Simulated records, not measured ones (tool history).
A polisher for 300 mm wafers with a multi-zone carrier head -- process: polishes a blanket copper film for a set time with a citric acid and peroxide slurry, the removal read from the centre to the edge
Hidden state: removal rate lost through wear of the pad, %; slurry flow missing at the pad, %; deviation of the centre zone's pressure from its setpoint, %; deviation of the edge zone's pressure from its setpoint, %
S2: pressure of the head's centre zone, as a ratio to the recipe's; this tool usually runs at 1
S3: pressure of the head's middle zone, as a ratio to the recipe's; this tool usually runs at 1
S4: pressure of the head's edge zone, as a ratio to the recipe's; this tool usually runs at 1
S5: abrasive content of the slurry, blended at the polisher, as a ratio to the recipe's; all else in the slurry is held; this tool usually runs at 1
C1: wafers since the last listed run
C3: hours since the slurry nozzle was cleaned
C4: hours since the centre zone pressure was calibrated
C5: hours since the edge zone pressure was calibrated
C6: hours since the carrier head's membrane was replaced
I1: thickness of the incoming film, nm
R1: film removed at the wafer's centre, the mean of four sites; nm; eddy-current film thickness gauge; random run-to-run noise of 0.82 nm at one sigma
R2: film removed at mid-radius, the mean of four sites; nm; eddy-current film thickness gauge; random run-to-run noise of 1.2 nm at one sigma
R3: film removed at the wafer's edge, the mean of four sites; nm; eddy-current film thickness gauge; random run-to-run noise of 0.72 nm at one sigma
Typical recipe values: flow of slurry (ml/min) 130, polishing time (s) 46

Run 1, hour 0: usual settings but S3 1.04, S4 0.94; C1 0; wafers polished on this pad 275; C3 9.7; C4 1095.6; C5 0.5; C6 16.8; I1 1259.7. Result: R1 107.2 nm, R2 108.4 nm, R3 102.8 nm.
Run 2, hour 18.7: usual settings but S3 1.04, S4 0.94; C1 195; wafers polished on this pad 471; C3 28.4; C4 1114.3; C5 19.2; C6 35.5; I1 1256.5. Result: R1 108.6 nm, R2 107.1 nm, R3 103.1 nm.
Run 3, hour 38: usual settings; C1 202; wafers polished on this pad 673; C3 47.7; C4 1133.6; C5 38.5; C6 54.8; I1 1266.7. Result: R1 107.1 nm, R2 104.5 nm, R3 103.8 nm.
Run 4, hour 57.3: usual settings but S2 0.97; C1 202; wafers polished on this pad 875; C3 67; C4 1152.9; C5 57.8; C6 74.1; I1 1249.6. Result: R1 104.2 nm, R2 101.8 nm, R3 104.8 nm.
Run 5, hour 83.5: usual settings but flow of slurry (ml/min) 145, S2 0.9; C1 274; wafers polished on this pad 1149; C3 93.2; C4 1179.1; C5 84; C6 100.3; I1 1244.3. Result: R1 101.5 nm, R2 105.9 nm, R3 105.5 nm.
At hour 109.5: centre zone pressure recalibrated.
Run 6, hour 111.6: usual settings but flow of slurry (ml/min) 145, S2 0.9; C1 273; wafers polished on this pad 1422; C3 121.3; C4 2.1; C5 112.1; C6 128.4; I1 1251.8. Result: R1 96.1 nm, R2 107.1 nm, R3 104.9 nm.
At hour 116.4: worn pad replaced by a new one.
Run 7, hour 142: usual settings but S2 1.08, S3 0.93, S5 1.15, polishing time (s) 51; C1 276; wafers polished on this pad 267; C3 151.7; C4 32.5; C5 142.5; C6 158.8; I1 1238. Result: R1 121.9 nm, R2 110.1 nm, R3 118 nm.
Run 8, hour 169.8: usual settings but S3 0.96; C1 291; wafers polished on this pad 558; C3 179.5; C4 60.3; C5 170.3; C6 186.6; I1 1235. Result: R1 102 nm, R2 102.5 nm, R3 104.5 nm.
Run 9, hour 195.1: usual settings; C1 264; wafers polished on this pad 823; C3 204.8; C4 85.6; C5 195.6; C6 211.9; I1 1243. Result: R1 103 nm, R2 103.1 nm, R3 104.5 nm.
Run 10, hour 208: usual settings but S3 1.09; C1 135; wafers polished on this pad 958; C3 217.7; C4 98.5; C5 208.5; C6 224.8; I1 1238.8. Result: R1 102.9 nm, R2 112.7 nm, R3 104.6 nm.
Run 11, hour 233.8: usual settings but S2 0.9, S4 0.91; C1 270; wafers polished on this pad 1228; C3 243.5; C4 124.3; C5 234.3; C6 250.6; I1 1261.4. Result: R1 94.6 nm, R2 103.5 nm, R3 102 nm.
Run 12, hour 268.7: usual settings but S2 0.89, S4 1.12; C1 365; wafers polished on this pad 1593; C3 278.4; C4 159.2; C5 269.2; C6 285.5; I1 1251.7. Result: R1 95 nm, R2 104.9 nm, R3 108.1 nm.
At hour 284: worn pad replaced by a new one.
Run 13, hour 303.8: usual settings but S3 1.03; C1 325; wafers polished on this pad 206; C3 313.5; C4 194.3; C5 304.3; C6 320.6; I1 1240.5. Result: R1 102.4 nm, R2 106.8 nm, R3 104.2 nm.
Run 14, hour 322.6: usual settings; C1 196; wafers polished on this pad 403; C3 332.3; C4 213.1; C5 323.1; C6 339.4; I1 1231.6. Result: R1 102.9 nm, R2 104.5 nm, R3 104.5 nm.
Run 15, hour 334.9: usual settings but flow of slurry (ml/min) 95; C1 128; wafers polished on this pad 532; C3 344.6; C4 225.4; C5 335.4; C6 351.7; I1 1270.8. Result: R1 93.2 nm, R2 95.1 nm, R3 97.8 nm.
Run 16, hour 349.3: usual settings but S2 0.95; C1 150; wafers polished on this pad 683; C3 359; C4 239.8; C5 349.8; C6 366.1; I1 1243.4. Result: R1 100.7 nm, R2 106.1 nm, R3 104.1 nm.
At hour 376.2: slurry nozzle cleaned.
Run 17, hour 376.7: usual settings but flow of slurry (ml/min) 175, S3 1.05, S5 0.7, polishing time (s) 33; C1 276; wafers polished on this pad 959; C3 0.5; C4 267.2; C5 377.2; C6 393.5; I1 1239.9. Result: R1 75.6 nm, R2 79.9 nm, R3 74.8 nm.
Run 18, hour 407.9: usual settings but flow of slurry (ml/min) 170; C1 326; wafers polished on this pad 1286; C3 31.7; C4 298.4; C5 408.4; C6 424.7; I1 1234. Result: R1 110.9 nm, R2 108.2 nm, R3 107.3 nm.
At hour 417.9: worn pad replaced by a new one.
Run 19, hour 438.9: usual settings; C1 282; wafers polished on this pad 219; C3 62.7; C4 329.4; C5 439.4; C6 455.7; I1 1239.7. Result: R1 103 nm, R2 105.2 nm, R3 105.1 nm.
Run 20, hour 470.8: usual settings but S5 1.2, polishing time (s) 38; C1 333; wafers polished on this pad 553; C3 94.6; C4 361.3; C5 471.3; C6 487.6; I1 1244.2. Result: R1 88.1 nm, R2 88.8 nm, R3 89.8 nm.
Run 21, hour 488.2: usual settings; C1 182; wafers polished on this pad 736; C3 112; C4 378.7; C5 488.7; C6 505; I1 1273.7. Result: R1 103.1 nm, R2 107.3 nm, R3 105 nm.

Measured minus without-hidden-state, run by run (identical run-to-run variation in each term; gauge scatter may differ):
run    R1
  1  +6.7
  2  +6.9
  3  +6.9
  4  +6.8
  5  +6.9
  6  +0.9
  7  +1.3
  8  +1.3
  9  +1.5
 10  +1.6
 11  +1.5
 12  +1.8
 13  +2.1
 14  +2.2
 15    +2
 16  +2.3
 17  +1.8
 18  +2.8
 19  +2.8
 20  +2.6
 21  +3.2
R2: differs from the measured result by no more than 0.1 nm in any run.
R3: measured minus the no-hidden-state value equals 0 in all runs.
